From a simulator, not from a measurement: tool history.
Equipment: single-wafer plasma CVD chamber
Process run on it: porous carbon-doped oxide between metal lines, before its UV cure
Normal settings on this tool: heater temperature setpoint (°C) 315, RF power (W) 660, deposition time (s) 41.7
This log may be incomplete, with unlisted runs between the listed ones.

run,day,heater temperature setpoint (°C),RF power (W),deposition time (s),"read-back reference wafer on the same gauge, thickness_nm",mean film thickness on the monitor wafer (Å)
1,0.000,315,660,41.7,250.573,2816.74
2,1.100,315,660,41.7,250.958,2847.43
# day 1.788: gauge calibrated
3,3.788,315,660,41.7,242.950,2758.25
4,7.512,315,565,41.7,243.884,2514.09
5,9.658,315,565,41.7,244.502,2512.02
6,12.583,315,660,39.4,244.647,2616.71
7,14.504,315,660,39.4,246.028,2626.05
# day 23.150: showerhead replaced
8,23.171,315,660,41.7,247.762,2768.18
9,25.158,315,660,41.7,247.882,2807.77
10,27.042,315,600,41.7,248.636,2662.73
# day 27.529: gauge calibrated
# day 27.567: thermocouple changed; heater temperature recalibrated
11,29.633,315,750,41.7,247.305,2993.59
12,32.029,310,715,36.4,247.449,2654.24
# day 34.196: RF generator calibrated
13,39.592,315,660,45.1,249.673,3053.43
14,40.792,315,660,41.7,249.110,2825.35
15,41.958,310,750,48.8,249.619,3636.39
16,44.946,315,565,35.8,250.101,2218.35
17,46.808,304,660,34.5,251.345,2494.34
18,47.938,315,660,41.7,250.835,2859.48

Each run again, without the hidden state but with its own random variation kept:
Hidden state present: wafer temperature above the value expected at the setpoint (K); delivered RF power above the setpoint (%); gauge reads high (%).
run,mean film thickness on the monitor wafer (Å)
1,2741.53
2,2768.56
3,2768.93
4,2514.81
5,2507.57
6,2604.76
7,2609.28
8,2727.94
9,2761.77
10,2614.45
11,2956.94
12,2615.80
13,2987.83
14,2761.54
15,3550.38
16,2159.83
17,2424.32
18,2776.29
